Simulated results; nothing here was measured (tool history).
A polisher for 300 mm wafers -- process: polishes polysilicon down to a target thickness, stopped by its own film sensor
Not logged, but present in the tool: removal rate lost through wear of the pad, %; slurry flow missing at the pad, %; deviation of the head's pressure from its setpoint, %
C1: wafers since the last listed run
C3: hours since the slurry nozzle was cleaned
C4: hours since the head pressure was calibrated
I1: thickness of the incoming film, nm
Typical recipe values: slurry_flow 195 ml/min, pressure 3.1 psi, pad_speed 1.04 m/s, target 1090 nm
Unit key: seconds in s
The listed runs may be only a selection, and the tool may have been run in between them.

run 1 day=0.000 | slurry_flow=180 pressure=3.1 pad_speed=1.04 target=1090 | C1=0 wafers_polished_on_this_pad=134 C3=344.0 C4=419.0 | I1=1636.8 | seconds=65.8
run 2 day=0.342 | slurry_flow=235 pressure=3.1 pad_speed=1.04 target=1011 | C1=110 wafers_polished_on_this_pad=244 C3=352.2 C4=427.2 | I1=1685.6 | seconds=80.4
run 3 day=0.621 | slurry_flow=235 pressure=3.1 pad_speed=1.04 target=1011 | C1=90 wafers_polished_on_this_pad=335 C3=358.9 C4=433.9 | I1=1667.2 | seconds=77.0
run 4 day=0.954 | slurry_flow=170 pressure=3.1 pad_speed=1.04 target=1090 | C1=107 wafers_polished_on_this_pad=442 C3=366.9 C4=441.9 | I1=1699.0 | seconds=75.8
run 5 day=1.521 | slurry_flow=170 pressure=3.1 pad_speed=1.04 target=1090 | C1=183 wafers_polished_on_this_pad=626 C3=380.5 C4=455.5 | I1=1668.6 | seconds=73.0
run 6 day=2.012 | slurry_flow=170 pressure=3.1 pad_speed=1.04 target=1090 | C1=159 wafers_polished_on_this_pad=785 C3=392.3 C4=467.3 | I1=1653.6 | seconds=72.9
-- day=2.642 worn pad replaced by a new one
run 7 day=2.662 | slurry_flow=195 pressure=3.1 pad_speed=1.04 target=1090 | C1=156 wafers_polished_on_this_pad=6 C3=407.9 C4=482.9 | I1=1666.4 | seconds=69.5
-- day=3.212 slurry nozzle cleaned
run 8 day=3.233 | slurry_flow=195 pressure=3.1 pad_speed=1.04 target=1090 | C1=171 wafers_polished_on_this_pad=177 C3=0.5 C4=496.6 | I1=1690.2 | seconds=69.5
run 9 day=3.817 | slurry_flow=195 pressure=3.1 pad_speed=1.04 target=1090 | C1=188 wafers_polished_on_this_pad=366 C3=14.5 C4=510.6 | I1=1666.9 | seconds=66.4
run 10 day=4.417 | slurry_flow=160 pressure=3.1 pad_speed=0.70 target=1090 | C1=194 wafers_polished_on_this_pad=560 C3=28.9 C4=525.0 | I1=1684.0 | seconds=94.7
run 11 day=4.671 | slurry_flow=145 pressure=3.1 pad_speed=1.04 target=1278 | C1=82 wafers_polished_on_this_pad=642 C3=35.0 C4=531.1 | I1=1642.5 | seconds=45.3
run 12 day=4.975 | slurry_flow=195 pressure=3.8 pad_speed=1.28 target=1170 | C1=98 wafers_polished_on_this_pad=741 C3=42.3 C4=538.4 | I1=1641.8 | seconds=39.2
-- day=5.712 worn pad replaced by a new one
run 13 day=5.733 | slurry_flow=225 pressure=3.1 pad_speed=1.04 target=1090 | C1=191 wafers_polished_on_this_pad=6 C3=60.5 C4=556.6 | I1=1643.1 | seconds=60.2
-- day=7.125 head pressure recalibrated
run 14 day=7.504 | slurry_flow=195 pressure=3.8 pad_speed=1.04 target=1210 | C1=546 wafers_polished_on_this_pad=552 C3=103.0 C4=9.1 | I1=1654.8 | seconds=42.9
run 15 day=7.854 | slurry_flow=170 pressure=2.3 pad_speed=1.04 target=1238 | C1=113 wafers_polished_on_this_pad=665 C3=111.4 C4=17.5 | I1=1666.4 | seconds=70.7
-- day=8.675 worn pad replaced by a new one
run 16 day=9.308 | slurry_flow=195 pressure=3.1 pad_speed=1.04 target=1090 | C1=416 wafers_polished_on_this_pad=205 C3=146.3 C4=52.4 | I1=1625.2 | seconds=62.6
run 17 day=9.817 | slurry_flow=195 pressure=3.5 pad_speed=1.36 target=1018 | C1=164 wafers_polished_on_this_pad=369 C3=158.5 C4=64.6 | I1=1639.7 | seconds=53.2
run 18 day=10.292 | slurry_flow=235 pressure=3.1 pad_speed=1.04 target=1011 | C1=153 wafers_polished_on_this_pad=523 C3=169.9 C4=76.0 | I1=1639.1 | seconds=73.7

What the log doesn't show, run by run:
deviation of the head's pressure from its setpoint, %: 0 in every run
H1: removal rate lost through wear of the pad, %
H2: slurry flow missing at the pad, %
run=1 H1=2.1 H2=20.8
run=2 H1=3.13 H2=21.8
run=3 H1=3.73 H2=22.6
run=4 H1=4.25 H2=23.5
run=5 H1=4.8 H2=25.2
run=6 H1=5.07 H2=26.7
run=7 H1=0.401 H2=28.8
run=8 H1=2.74 H2=1.85
run=9 H1=4.03 H2=1.88
run=10 H1=4.74 H2=1.99
run=11 H1=4.92 H2=2.05
run=12 H1=5.09 H2=2.15
run=13 H1=0.44 H2=2.46
run=14 H1=4.79 H2=3.61
run=15 H1=5.03 H2=3.91
run=16 H1=3 H2=5.4
run=17 H1=4.11 H2=6.02
run=18 H1=4.73 H2=6.64
